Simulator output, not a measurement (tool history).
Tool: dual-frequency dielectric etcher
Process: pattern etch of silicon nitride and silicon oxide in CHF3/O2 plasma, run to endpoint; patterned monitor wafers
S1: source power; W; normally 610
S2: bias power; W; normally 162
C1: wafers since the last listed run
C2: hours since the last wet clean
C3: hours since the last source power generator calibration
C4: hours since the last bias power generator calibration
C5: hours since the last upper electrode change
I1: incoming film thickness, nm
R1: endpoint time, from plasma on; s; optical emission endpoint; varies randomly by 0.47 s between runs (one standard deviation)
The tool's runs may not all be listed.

run	hour	S1	S2	C1	C2	C3	C4	C5	I1	R1
1	0	610	162	0	107.3	2244.2	3127.9	2405.7	172.7	109.6
2	28.1	610	162	260	135.4	2272.3	3156	2433.8	171.6	108.5
3	65	710	172	342	172.3	2309.2	3192.9	2470.7	174.6	98.7
4	110	710	172	417	217.3	2354.2	3237.9	2515.7	172.8	98.6
5	167.9	710	172	536	275.2	2412.1	3295.8	2573.6	174.3	99
6	222.1	610	162	502	329.4	2466.3	3350	2627.8	171.5	109.1
7	280.4	610	162	540	387.7	2524.6	3408.3	2686.1	173	110.3
8	342.6	610	162	576	449.9	2586.8	3470.5	2748.3	172.7	110.8
# hour 389.5: wet clean of the chamber
9	413.5	610	174	434	24	2657.7	3541.4	2819.2	174.5	109.1
10	467.6	610	174	501	78.1	2711.8	3595.5	2873.3	171.7	107.4
11	512.9	610	130	420	123.4	2757.1	3640.8	2918.6	173.4	119.1
# hour 587: upper electrode replaced, of another model than before
12	587.5	760	149	469	198	2831.7	3715.4	0.5	172.6	100.4
# hour 598.5: bias power generator calibrated
# hour 624.1: source power generator calibrated
13	638.1	710	172	395	248.6	14	39.6	51.1	173.1	98.2
14	683.1	550	185	417	293.6	59	84.6	96.1	173.7	108.5
15	749.2	720	162	612	359.7	125.1	150.7	162.2	173.8	99.1
16	807.6	610	146	541	418.1	183.5	209.1	220.6	173.4	108.1
17	868.5	510	162	564	479	244.4	270	281.5	172.6	115.4
18	910.3	530	195	387	520.8	286.2	311.8	323.3	173.2	109.3
# hour 966.7: wet clean of the chamber
19	969.8	610	162	329	3.1	345.7	371.3	382.8	174.2	106.7
20	1019.8	750	130	463	53.1	395.7	421.3	432.8	174.2	101.4
21	1084	610	180	595	117.3	459.9	485.5	497	172	103.3
22	1154.2	460	201	650	187.5	530.1	555.7	567.2	173.6	117.5
23	1205	560	139	471	238.3	580.9	606.5	618	173.9	115

3 options for the next run, each taken on its own from the tool as it stands now. Forecast them:
A	1205.5	610	162	4	238.8	581.4	607	618.5	172.2	?
B	1205.5	740	147	4	238.8	581.4	607	618.5	172.2	?
C	1205.5	510	131	4	238.8	581.4	607	618.5	172.2	?

run	R1
A	105.6
B	98.5
C	119.2
Without the tool's hidden state the same runs would have given:
run	R1
A	105.2
B	98.2
C	118.8

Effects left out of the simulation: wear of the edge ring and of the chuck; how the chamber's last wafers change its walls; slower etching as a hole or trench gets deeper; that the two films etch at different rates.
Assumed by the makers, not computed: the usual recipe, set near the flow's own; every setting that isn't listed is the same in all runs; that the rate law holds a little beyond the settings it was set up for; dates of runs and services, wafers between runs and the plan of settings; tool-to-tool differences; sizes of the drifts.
